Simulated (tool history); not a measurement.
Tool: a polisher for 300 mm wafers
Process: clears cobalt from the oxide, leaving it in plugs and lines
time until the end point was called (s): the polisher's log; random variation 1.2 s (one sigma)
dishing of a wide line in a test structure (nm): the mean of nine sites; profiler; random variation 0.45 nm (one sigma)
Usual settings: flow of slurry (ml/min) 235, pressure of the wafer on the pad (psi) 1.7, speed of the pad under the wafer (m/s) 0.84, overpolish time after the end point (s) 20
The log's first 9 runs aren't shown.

| run | hour | flow of slurry (ml/min) | pressure of the wafer on the pad (psi) | speed of the pad under the wafer (m/s) | overpolish time after the end point (s) | incoming thickness of the incoming film, nm | time until the end point was called (s) | dishing of a wide line in a test structure (nm) |
|---|---|---|---|---|---|---|---|---|
| 10 | 742.9 | 235 | 1.7 | 0.84 | 20 | 332.5 | 90.3 | 44.8 |
|  | 762.8 | worn pad replaced by a new one |
| 11 | 847.1 | 235 | 1.7 | 0.84 | 20 | 332.2 | 90.7 | 44.7 |
|  | 921 | slurry nozzle cleaned |
| 12 | 949.5 | 235 | 1.7 | 0.84 | 20 | 330.8 | 89.8 | 43.8 |
| 13 | 991.4 | 180 | 1.7 | 0.84 | 20 | 324.1 | 92.1 | 44.3 |
| 14 | 1098.7 | 235 | 2 | 0.98 | 20 | 330.6 | 70.4 | 49.7 |
| 15 | 1158.9 | 235 | 1.7 | 0.84 | 20 | 332.9 | 91.3 | 44.1 |
| 16 | 1260.8 | 210 | 1.7 | 1.02 | 26 | 328.4 | 73.8 | 53.3 |
|  | 1352.4 | head pressure recalibrated |
| 17 | 1368.9 | 235 | 1.7 | 0.84 | 20 | 326.7 | 91.8 | 44.5 |
|  | 1436.9 | worn pad replaced by a new one |
| 18 | 1484.4 | 175 | 1.9 | 0.94 | 31 | 332.4 | 79.6 | 54.8 |
| 19 | 1537.5 | 280 | 1.7 | 0.84 | 15 | 325.3 | 88 | 38.6 |
|  | 1539.1 | slurry nozzle cleaned |
| 20 | 1599.2 | 310 | 1.7 | 0.84 | 20 | 331.9 | 89.5 | 44.9 |
| 21 | 1687.1 | 235 | 1.3 | 0.64 | 20 | 329.3 | 144.9 | 33.9 |
| 22 | 1739.7 | 235 | 1.7 | 0.84 | 20 | 329.7 | 89.8 | 44.1 |
| 23 | 1824.1 | 235 | 1.7 | 0.84 | 20 | 332.1 | 92.3 | 44.1 |
| 24 | 1912.9 | 260 | 2.2 | 0.68 | 31 | 334.3 | 91.8 | 52.9 |
| 25 | 1993.6 | 235 | 1.7 | 0.84 | 20 | 327.2 | 89.3 | 43.5 |
| 26 | 2051.3 | 195 | 1.7 | 0.96 | 17 | 332.9 | 81.5 | 43.1 |
|  | 2089.9 | worn pad replaced by a new one |
| 27 | 2126.8 | 235 | 1.7 | 0.56 | 20 | 328.1 | 134.5 | 34.8 |
| 28 | 2197.6 | 235 | 1.4 | 0.84 | 30 | 331.2 | 106.5 | 50.4 |
|  | 2215.7 | slurry nozzle cleaned |
| 29 | 2265.1 | 175 | 1.4 | 0.7 | 24 | 331.5 | 128.9 | 40.1 |
|  | 2317.6 | head pressure recalibrated |
| 30 | 2364.6 | 165 | 1.3 | 0.84 | 27 | 330.7 | 113.3 | 47.1 |
| 31 | 2407.1 | 235 | 1.7 | 0.84 | 29 | 335 | 91.2 | 51.6 |
| 32 | 2465.7 | 235 | 1.7 | 0.84 | 20 | 336.4 | 91.6 | 44.6 |
| 33 | 2553.9 | 235 | 1.7 | 0.84 | 20 | 325.2 | 89.3 | 45 |

5 ways to go on from here, each from the tool as it stands after run 33. What would each give?
| A | 2554.4 | 235 | 1.7 | 0.84 | 20 | 332.5 | ? | ? |
| B | 2554.4 | 275 | 1.7 | 0.84 | 23 | 332.5 | ? | ? |
| C | 2554.4 | 280 | 2.3 | 0.62 | 10 | 332.5 | ? | ? |
| D | 2554.4 | 235 | 1.7 | 0.68 | 14 | 332.5 | ? | ? |
| E | 2554.4 | 300 | 1.7 | 1.04 | 20 | 332.5 | ? | ? |

| run | time until the end point was called (s) | dishing of a wide line in a test structure (nm) |
|---|---|---|
| A | 93.1 | 43.8 |
| B | 91.7 | 47.1 |
| C | 98.8 | 27.3 |
| D | 115 | 31.2 |
| E | 73.6 | 48.7 |
Without the tool's hidden state the same runs would have given:
| run | time until the end point was called (s) | dishing of a wide line in a test structure (nm) |
|---|---|---|
| A | 93.1 | 43.8 |
| B | 91.7 | 47.1 |
| C | 98.8 | 27.3 |
| D | 115 | 31.2 |
| E | 73.6 | 48.7 |
